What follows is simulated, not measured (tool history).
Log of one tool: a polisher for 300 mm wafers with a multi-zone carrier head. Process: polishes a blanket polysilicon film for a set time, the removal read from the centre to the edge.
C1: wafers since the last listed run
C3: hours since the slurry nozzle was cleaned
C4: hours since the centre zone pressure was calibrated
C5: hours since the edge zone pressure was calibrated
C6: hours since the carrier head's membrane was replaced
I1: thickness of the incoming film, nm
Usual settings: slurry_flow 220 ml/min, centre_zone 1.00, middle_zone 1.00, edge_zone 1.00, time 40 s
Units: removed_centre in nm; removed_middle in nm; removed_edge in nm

{"run": 1, "hour": 0.0, "slurry_flow": 180, "centre_zone": 1.0, "middle_zone": 1.0, "edge_zone": 1.0, "time": 40, "C1": 0, "wafers polished on this pad": 3972, "C3": 415.2, "C4": 537.1, "C5": 946.6, "C6": 799.9, "I1": 1625.0, "removed_centre": 363.3, "removed_middle": 356.9, "removed_edge": 366.9}
{"hour": 23.0, "done": "worn pad replaced by a new one"}
{"hour": 33.8, "done": "centre zone pressure recalibrated"}
{"run": 2, "hour": 64.7, "slurry_flow": 180, "centre_zone": 1.0, "middle_zone": 1.0, "edge_zone": 1.0, "time": 40, "C1": 789, "wafers polished on this pad": 534, "C3": 479.9, "C4": 30.9, "C5": 1011.3, "C6": 864.6, "I1": 1612.9, "removed_centre": 359.9, "removed_middle": 344.9, "removed_edge": 366.0}
{"run": 3, "hour": 94.4, "slurry_flow": 220, "centre_zone": 1.0, "middle_zone": 1.0, "edge_zone": 1.0, "time": 31, "C1": 399, "wafers polished on this pad": 933, "C3": 509.6, "C4": 60.6, "C5": 1041.0, "C6": 894.3, "I1": 1598.1, "removed_centre": 283.3, "removed_middle": 284.2, "removed_edge": 288.1}
{"run": 4, "hour": 133.7, "slurry_flow": 220, "centre_zone": 1.0, "middle_zone": 1.0, "edge_zone": 1.0, "time": 40, "C1": 528, "wafers polished on this pad": 1462, "C3": 548.9, "C4": 99.9, "C5": 1080.3, "C6": 933.6, "I1": 1595.5, "removed_centre": 364.9, "removed_middle": 358.9, "removed_edge": 370.2}
{"run": 5, "hour": 200.8, "slurry_flow": 220, "centre_zone": 0.94, "middle_zone": 1.0, "edge_zone": 1.0, "time": 40, "C1": 902, "wafers polished on this pad": 2364, "C3": 616.0, "C4": 167.0, "C5": 1147.4, "C6": 1000.7, "I1": 1593.4, "removed_centre": 334.8, "removed_middle": 354.3, "removed_edge": 368.7}
{"run": 6, "hour": 226.4, "slurry_flow": 220, "centre_zone": 1.0, "middle_zone": 1.0, "edge_zone": 1.0, "time": 40, "C1": 344, "wafers polished on this pad": 2708, "C3": 641.6, "C4": 192.6, "C5": 1173.0, "C6": 1026.3, "I1": 1618.7, "removed_centre": 356.0, "removed_middle": 353.6, "removed_edge": 369.5}
{"hour": 264.3, "done": "worn pad replaced by a new one"}
{"run": 7, "hour": 293.5, "slurry_flow": 220, "centre_zone": 1.0, "middle_zone": 1.0, "edge_zone": 1.0, "time": 40, "C1": 848, "wafers polished on this pad": 392, "C3": 708.7, "C4": 259.7, "C5": 1240.1, "C6": 1093.4, "I1": 1626.1, "removed_centre": 346.9, "removed_middle": 354.3, "removed_edge": 358.6}
{"hour": 298.4, "done": "slurry nozzle cleaned"}
{"run": 8, "hour": 333.4, "slurry_flow": 220, "centre_zone": 1.0, "middle_zone": 1.05, "edge_zone": 1.0, "time": 40, "C1": 523, "wafers polished on this pad": 916, "C3": 35.0, "C4": 299.6, "C5": 1280.0, "C6": 1133.3, "I1": 1593.3, "removed_centre": 384.5, "removed_middle": 385.7, "removed_edge": 386.2}
{"run": 9, "hour": 395.7, "slurry_flow": 220, "centre_zone": 1.0, "middle_zone": 1.0, "edge_zone": 1.0, "time": 46, "C1": 837, "wafers polished on this pad": 1753, "C3": 97.3, "C4": 361.9, "C5": 1342.3, "C6": 1195.6, "I1": 1564.2, "removed_centre": 440.1, "removed_middle": 426.4, "removed_edge": 440.3}
{"run": 10, "hour": 436.6, "slurry_flow": 220, "centre_zone": 1.11, "middle_zone": 0.89, "edge_zone": 1.12, "time": 40, "C1": 550, "wafers polished on this pad": 2303, "C3": 138.2, "C4": 402.8, "C5": 1383.2, "C6": 1236.5, "I1": 1609.9, "removed_centre": 420.1, "removed_middle": 345.2, "removed_edge": 404.9}
{"run": 11, "hour": 492.0, "slurry_flow": 220, "centre_zone": 1.0, "middle_zone": 1.0, "edge_zone": 0.89, "time": 40, "C1": 745, "wafers polished on this pad": 3049, "C3": 193.6, "C4": 458.2, "C5": 1438.6, "C6": 1291.9, "I1": 1580.8, "removed_centre": 375.2, "removed_middle": 370.7, "removed_edge": 360.9}
{"hour": 497.2, "done": "carrier head's membrane replaced by a new one"}
{"hour": 511.8, "done": "centre zone pressure recalibrated"}
{"hour": 524.7, "done": "edge zone pressure recalibrated"}
{"run": 12, "hour": 563.6, "slurry_flow": 220, "centre_zone": 1.0, "middle_zone": 1.0, "edge_zone": 0.95, "time": 48, "C1": 841, "wafers polished on this pad": 3890, "C3": 265.2, "C4": 51.8, "C5": 38.9, "C6": 66.4, "I1": 1566.7, "removed_centre": 457.0, "removed_middle": 442.5, "removed_edge": 438.4}
{"hour": 570.5, "done": "worn pad replaced by a new one"}
{"run": 13, "hour": 589.6, "slurry_flow": 220, "centre_zone": 1.0, "middle_zone": 1.05, "edge_zone": 1.05, "time": 40, "C1": 295, "wafers polished on this pad": 257, "C3": 291.2, "C4": 77.8, "C5": 64.9, "C6": 92.4, "I1": 1602.3, "removed_centre": 375.0, "removed_middle": 383.2, "removed_edge": 389.9}
{"run": 14, "hour": 623.5, "slurry_flow": 265, "centre_zone": 0.95, "middle_zone": 1.0, "edge_zone": 0.89, "time": 40, "C1": 455, "wafers polished on this pad": 713, "C3": 325.1, "C4": 111.7, "C5": 98.8, "C6": 126.3, "I1": 1607.1, "removed_centre": 364.5, "removed_middle": 381.4, "removed_edge": 365.2}
{"run": 15, "hour": 685.6, "slurry_flow": 220, "centre_zone": 1.0, "middle_zone": 1.12, "edge_zone": 1.0, "time": 40, "C1": 835, "wafers polished on this pad": 1548, "C3": 387.2, "C4": 173.8, "C5": 160.9, "C6": 188.4, "I1": 1600.9, "removed_centre": 371.1, "removed_middle": 408.1, "removed_edge": 374.8}
{"run": 16, "hour": 816.5, "slurry_flow": 220, "centre_zone": 1.0, "middle_zone": 1.0, "edge_zone": 1.0, "time": 40, "C1": 1760, "wafers polished on this pad": 3308, "C3": 518.1, "C4": 304.7, "C5": 291.8, "C6": 319.3, "I1": 1581.8, "removed_centre": 366.5, "removed_middle": 358.3, "removed_edge": 374.6}
{"hour": 870.6, "done": "worn pad replaced by a new one"}
{"run": 17, "hour": 871.1, "slurry_flow": 220, "centre_zone": 1.0, "middle_zone": 1.0, "edge_zone": 1.0, "time": 40, "C1": 680, "wafers polished on this pad": 7, "C3": 572.7, "C4": 359.3, "C5": 346.4, "C6": 373.9, "I1": 1597.6, "removed_centre": 360.0, "removed_middle": 362.4, "removed_edge": 374.0}
{"run": 18, "hour": 900.1, "slurry_flow": 165, "centre_zone": 0.9, "middle_zone": 1.0, "edge_zone": 1.07, "time": 49, "C1": 390, "wafers polished on this pad": 397, "C3": 601.7, "C4": 388.3, "C5": 375.4, "C6": 402.9, "I1": 1587.9, "removed_centre": 380.1, "removed_middle": 421.1, "removed_edge": 457.5}
{"run": 19, "hour": 964.1, "slurry_flow": 220, "centre_zone": 1.0, "middle_zone": 1.1, "edge_zone": 1.05, "time": 40, "C1": 860, "wafers polished on this pad": 1257, "C3": 665.7, "C4": 452.3, "C5": 439.4, "C6": 466.9, "I1": 1606.8, "removed_centre": 359.9, "removed_middle": 391.2, "removed_edge": 371.7}
{"run": 20, "hour": 990.6, "slurry_flow": 220, "centre_zone": 1.0, "middle_zone": 0.89, "edge_zone": 1.0, "time": 40, "C1": 356, "wafers polished on this pad": 1614, "C3": 692.2, "C4": 478.8, "C5": 465.9, "C6": 493.4, "I1": 1621.4, "removed_centre": 354.9, "removed_middle": 321.3, "removed_edge": 363.4}
{"hour": 1021.6, "done": "slurry nozzle cleaned"}
{"run": 21, "hour": 1059.6, "slurry_flow": 265, "centre_zone": 1.0, "middle_zone": 1.0, "edge_zone": 1.0, "time": 33, "C1": 914, "wafers polished on this pad": 2528, "C3": 38.0, "C4": 547.8, "C5": 534.9, "C6": 562.4, "I1": 1624.8, "removed_centre": 317.9, "removed_middle": 317.5, "removed_edge": 317.0}
{"hour": 1108.8, "done": "worn pad replaced by a new one"}
{"hour": 1112.0, "done": "centre zone pressure recalibrated"}
{"run": 22, "hour": 1113.9, "slurry_flow": 220, "centre_zone": 1.0, "middle_zone": 1.0, "edge_zone": 1.0, "time": 40, "C1": 649, "wafers polished on this pad": 41, "C3": 92.3, "C4": 1.9, "C5": 589.2, "C6": 616.7, "I1": 1631.1, "removed_centre": 375.6, "removed_middle": 378.7, "removed_edge": 379.6}
{"run": 23, "hour": 1176.7, "slurry_flow": 220, "centre_zone": 0.89, "middle_zone": 1.0, "edge_zone": 1.0, "time": 40, "C1": 844, "wafers polished on this pad": 886, "C3": 155.1, "C4": 64.7, "C5": 652.0, "C6": 679.5, "I1": 1600.2, "removed_centre": 337.6, "removed_middle": 369.1, "removed_edge": 383.0}

Some steps in removed_centre between neighbouring runs. How much of each would the tool show without its hidden state too (settings, what came in, random variation), and how much is left for the hidden state, with any gauge scatter that isn't in both results?
The hidden state here: removal rate lost through wear of the pad, %; slurry flow missing at the pad, %; deviation of the centre zone's pressure from its setpoint, %; deviation of the edge zone's pressure from its setpoint, %.
Run 7 -> 8: middle_zone 1.00 -> 1.05, slurry nozzle cleaned. removed_centre +37.6 nm: hidden state +30.7, all else +6.9.
Run 11 -> 12: edge_zone 0.89 -> 0.95, time 40 -> 48, carrier head's membrane replaced by a new one, centre zone pressure recalibrated, edge zone pressure recalibrated. removed_centre +81.8 nm: hidden state -1.9, all else +83.7.
Run 12 -> 13: middle_zone 1.00 -> 1.05, edge_zone 0.95 -> 1.05, time 48 -> 40, worn pad replaced by a new one. removed_centre -82.0 nm: hidden state +0.1, all else -82.1.
Run 20 -> 21: slurry_flow 220 -> 265, middle_zone 0.89 -> 1.00, time 40 -> 33, slurry nozzle cleaned. removed_centre -37.0 nm: hidden state +24.3, all else -61.3.
